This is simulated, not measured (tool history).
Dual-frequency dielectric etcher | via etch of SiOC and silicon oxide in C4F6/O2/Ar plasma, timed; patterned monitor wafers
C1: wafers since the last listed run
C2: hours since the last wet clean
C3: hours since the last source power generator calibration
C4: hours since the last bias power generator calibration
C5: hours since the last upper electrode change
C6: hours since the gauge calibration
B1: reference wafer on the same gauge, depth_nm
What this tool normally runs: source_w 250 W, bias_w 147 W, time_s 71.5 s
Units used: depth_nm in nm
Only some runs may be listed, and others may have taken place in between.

Run 1, hour 0: usual settings but time_s 87.5 s; C1 0; C2 25.9; C3 4055.8; C4 1603.9; C5 4525.3; C6 535.7; B1 77.1. Result: depth_nm 79.6 nm.
Run 2, hour 53.1: usual settings but time_s 87.5 s; C1 839; C2 79; C3 4108.9; C4 1657; C5 4578.4; C6 588.8; B1 77.4. Result: depth_nm 80.4 nm.
Run 3, hour 136.6: usual settings but time_s 87.5 s; C1 1320; C2 162.5; C3 4192.4; C4 1740.5; C5 4661.9; C6 672.3; B1 77.3. Result: depth_nm 79.2 nm.
Run 4, hour 200: usual settings; C1 1002; C2 225.9; C3 4255.8; C4 1803.9; C5 4725.3; C6 735.7; B1 77.2. Result: depth_nm 64.5 nm.
At hour 311.1: wet clean of the chamber.
Run 5, hour 311.6: usual settings; C1 1384; C2 0.5; C3 4367.4; C4 1915.5; C5 4836.9; C6 847.3; B1 77.1. Result: depth_nm 62.3 nm.
Run 6, hour 410: usual settings; C1 1555; C2 98.9; C3 4465.8; C4 2013.9; C5 4935.3; C6 945.7; B1 77.1. Result: depth_nm 62.8 nm.
Run 7, hour 512.6: usual settings but source_w 200 W; C1 1622; C2 201.5; C3 4568.4; C4 2116.5; C5 5037.9; C6 1048.3; B1 77.2. Result: depth_nm 55.9 nm.
At hour 607.8: wet clean of the chamber, repeated, since the last time left the tool worse.
Run 8, hour 613.6: usual settings but source_w 200 W; C1 1217; C2 5.8; C3 4669.4; C4 2217.5; C5 5138.9; C6 1149.3; B1 77.3. Result: depth_nm 59.5 nm.
Run 9, hour 696.6: usual settings but source_w 210 W; C1 1312; C2 88.8; C3 4752.4; C4 2300.5; C5 5221.9; C6 1232.3; B1 77.2. Result: depth_nm 60.4 nm.
At hour 746.8: source power generator calibrated.
Run 10, hour 790.2: usual settings but source_w 210 W; C1 1416; C2 182.4; C3 43.4; C4 2394.1; C5 5315.5; C6 1325.9; B1 77.2. Result: depth_nm 59.6 nm.
Run 11, hour 866.5: usual settings but source_w 210 W; C1 1206; C2 258.7; C3 119.7; C4 2470.4; C5 5391.8; C6 1402.2; B1 77.3. Result: depth_nm 59.4 nm.
At hour 920.7: upper electrode replaced.
Run 12, hour 963: usual settings; C1 1146; C2 355.2; C3 216.2; C4 2566.9; C5 42.3; C6 1498.7; B1 77.1. Result: depth_nm 63.9 nm.
At hour 998: wet clean of the chamber.
Run 13, hour 999.8: usual settings but time_s 87.5 s; C1 202; C2 1.8; C3 253; C4 2603.7; C5 79.1; C6 1535.5; B1 77.2. Result: depth_nm 79.1 nm.
Run 14, hour 1105.6: usual settings but source_w 210 W, bias_w 170 W; C1 1672; C2 107.6; C3 358.8; C4 2709.5; C5 184.9; C6 1641.3; B1 77.4. Result: depth_nm 62.3 nm.
At hour 1147: gauge calibrated.
Run 15, hour 1190.3: usual settings but source_w 200 W, bias_w 183 W, time_s 57.5 s; C1 1339; C2 192.3; C3 443.5; C4 2794.2; C5 269.6; C6 43.3; B1 77.1. Result: depth_nm 50.2 nm.
Run 16, hour 1285.7: usual settings but bias_w 165 W; C1 1508; C2 287.7; C3 538.9; C4 2889.6; C5 365; C6 138.7; B1 77.4. Result: depth_nm 66.2 nm.
Run 17, hour 1367.8: usual settings but bias_w 177 W; C1 1297; C2 369.8; C3 621; C4 2971.7; C5 447.1; C6 220.8; B1 77.3. Result: depth_nm 67.2 nm.
At hour 1408.6: wet clean of the chamber.
Run 18, hour 1425.2: usual settings but source_w 200 W, bias_w 175 W, time_s 84 s; C1 528; C2 16.6; C3 678.4; C4 3029.1; C5 504.5; C6 278.2; B1 77.1. Result: depth_nm 74 nm.
At hour 1506.4: bias power generator calibrated.
Run 19, hour 1527.9: usual settings but time_s 60 s; C1 1560; C2 119.3; C3 781.1; C4 21.5; C5 607.2; C6 380.9; B1 77.1. Result: depth_nm 54.5 nm.
Run 20, hour 1602.3: usual settings; C1 1176; C2 193.7; C3 855.5; C4 95.9; C5 681.6; C6 455.3; B1 77.3. Result: depth_nm 64.6 nm.
Run 21, hour 1699.3: usual settings but time_s 82 s; C1 1533; C2 290.7; C3 952.5; C4 192.9; C5 778.6; C6 552.3; B1 77.2. Result: depth_nm 73.5 nm.
Run 22, hour 1742.4: usual settings but time_s 87.5 s; C1 681; C2 333.8; C3 995.6; C4 236; C5 821.7; C6 595.4; B1 77. Result: depth_nm 77.8 nm.
Run 23, hour 1794.7: usual settings but source_w 220 W; C1 826; C2 386.1; C3 1047.9; C4 288.3; C5 874; C6 647.7; B1 77.3. Result: depth_nm 60.1 nm.
At hour 1830: wet clean of the chamber.
Run 24, hour 1884.2: usual settings but source_w 290 W, bias_w 125 W, time_s 79 s; C1 1035; C2 54.2; C3 1137.4; C4 377.8; C5 963.5; C6 737.2; B1 77.2. Result: depth_nm 73.6 nm.
Run 25, hour 1923.8: usual settings but source_w 230 W, bias_w 127 W, time_s 52.5 s; C1 626; C2 93.8; C3 1177; C4 417.4; C5 1003.1; C6 776.8; B1 77.3. Result: depth_nm 45 nm.

Each row is a separate what-if for the run after 25, all from the same tool condition, not one after another. Results?
Run A, hour 1924.2: usual settings; C1 6; C2 94.2; C3 1177.4; C4 417.8; C5 1003.5; C6 777.2; B1 ?. Result: depth_nm ?.
Run B, hour 1924.2: usual settings but bias_w 158 W; C1 6; C2 94.2; C3 1177.4; C4 417.8; C5 1003.5; C6 777.2; B1 ?. Result: depth_nm ?.
Run C, hour 1924.2: usual settings but source_w 270 W, bias_w 161 W, time_s 87.5 s; C1 6; C2 94.2; C3 1177.4; C4 417.8; C5 1003.5; C6 777.2; B1 ?. Result: depth_nm ?.

run    B1  depth_nm
  A  77.2        66
  B  77.2      67.4
  C  77.2      85.9
Without the tool's unlogged condition, the same runs would have read:
run  depth_nm
  A        66
  B      67.4
  C      85.9

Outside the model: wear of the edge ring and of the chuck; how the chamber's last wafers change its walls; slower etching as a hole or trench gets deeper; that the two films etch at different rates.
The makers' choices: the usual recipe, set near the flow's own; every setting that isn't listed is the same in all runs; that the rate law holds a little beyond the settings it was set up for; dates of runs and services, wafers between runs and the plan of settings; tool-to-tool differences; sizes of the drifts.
